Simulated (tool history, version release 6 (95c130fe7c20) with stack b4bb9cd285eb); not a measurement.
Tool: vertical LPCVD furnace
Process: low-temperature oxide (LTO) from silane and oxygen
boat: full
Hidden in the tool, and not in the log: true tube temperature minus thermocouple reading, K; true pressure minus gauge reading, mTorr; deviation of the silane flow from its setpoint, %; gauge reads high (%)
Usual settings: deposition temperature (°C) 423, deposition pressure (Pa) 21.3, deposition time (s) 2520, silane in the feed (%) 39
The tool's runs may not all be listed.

run,hour,deposition temperature (°C),deposition pressure (Pa),deposition time (s),silane in the feed (%),wafers since the last listed run,hours since the last temperature calibration,hours since the pressure gauge was zeroed,hours since the silane flow controller was replaced,hours since the gauge calibration,"read-back reference wafer on the same gauge, thickness",film thickness on the monitor wafer in the middle of the boat (nm)
1,0,432,21.3,2520,43,0,4902.4,936.2,4347.8,434.8,397.13,428.26
2,96.2,432,21.3,2520,43,1861,4998.6,1032.4,4444,531,397.49,426.94
3,165,432,21.3,2520,43,1331,5067.4,1101.2,4512.8,599.8,396.86,429.1
4,206.3,423,21.3,2190,39,799,5108.7,1142.5,4554.1,641.1,397.52,304.68
5,292.8,423,21.3,2190,39,1673,5195.2,1229,4640.6,727.6,397.82,306.44
6,359.3,423,21.3,2520,39,1286,5261.7,1295.5,4707.1,794.1,397.21,351.46
7,419.7,423,21.3,2520,39,1168,5322.1,1355.9,4767.5,854.5,397.14,352.7
8,458.5,423,23.3,2520,39,750,5360.9,1394.7,4806.3,893.3,396.92,387.21
9,534.9,415,19.3,2520,39,1478,5437.3,1471.1,4882.7,969.7,396.92,290.89
10,598,423,21.3,2520,35,1220,5500.4,1534.2,4945.8,1032.8,396.58,308.48
# hour 644.2: silane flow controller replaced
11,644.7,423,24,2250,31,439,5547.1,1580.9,0.5,1079.5,397.37,263.27
# hour 651.3: gauge calibrated
# hour 703.2: thermocouples replaced and temperature profile calibrated
12,703.7,423,26.7,2520,43,677,0.5,1639.9,59.5,52.4,396.8,490.73
13,734.6,423,25.3,2520,39,597,31.4,1670.8,90.4,83.3,396.68,417.66
14,803.7,430,20,2520,44,1336,100.5,1739.9,159.5,152.4,397.16,395.53
# hour 861.6: pressure gauge zeroed
15,898.4,423,21.3,2520,39,1367,195.2,36.8,254.2,247.1,397.74,358.12
16,969.5,423,17.3,2520,39,1375,266.3,107.9,325.3,318.2,397.51,290.13
17,1058.9,417,16,2520,39,1729,355.7,197.3,414.7,407.6,397.66,253.33
18,1138,423,16.7,2520,39,1530,434.8,276.4,493.8,486.7,396.24,278.58
19,1233.4,423,21.3,2520,39,1845,530.2,371.8,589.2,582.1,396.79,356.57

Hidden state or all else? Some run-to-run changes of film thickness on the monitor wafer in the middle of the boat (nm), split into what the settings, what came in and random variation would give without the hidden state, and what is left for the hidden state (with any gauge scatter that isn't in both results):
Run 11 -> 12: deposition pressure (Pa) 24 -> 26.7, deposition time (s) 2250 -> 2520, silane in the feed (%) 31 -> 43, gauge calibrated, thermocouples replaced and temperature profile calibrated. film thickness on the monitor wafer in the middle of the boat (nm) +227.46: hidden state -3.72, all else +231.18.
Run 14 -> 15: deposition temperature (°C) 430 -> 423, deposition pressure (Pa) 20 -> 21.3, silane in the feed (%) 44 -> 39, pressure gauge zeroed. film thickness on the monitor wafer in the middle of the boat (nm) -37.41: hidden state +10.7, all else -48.11.

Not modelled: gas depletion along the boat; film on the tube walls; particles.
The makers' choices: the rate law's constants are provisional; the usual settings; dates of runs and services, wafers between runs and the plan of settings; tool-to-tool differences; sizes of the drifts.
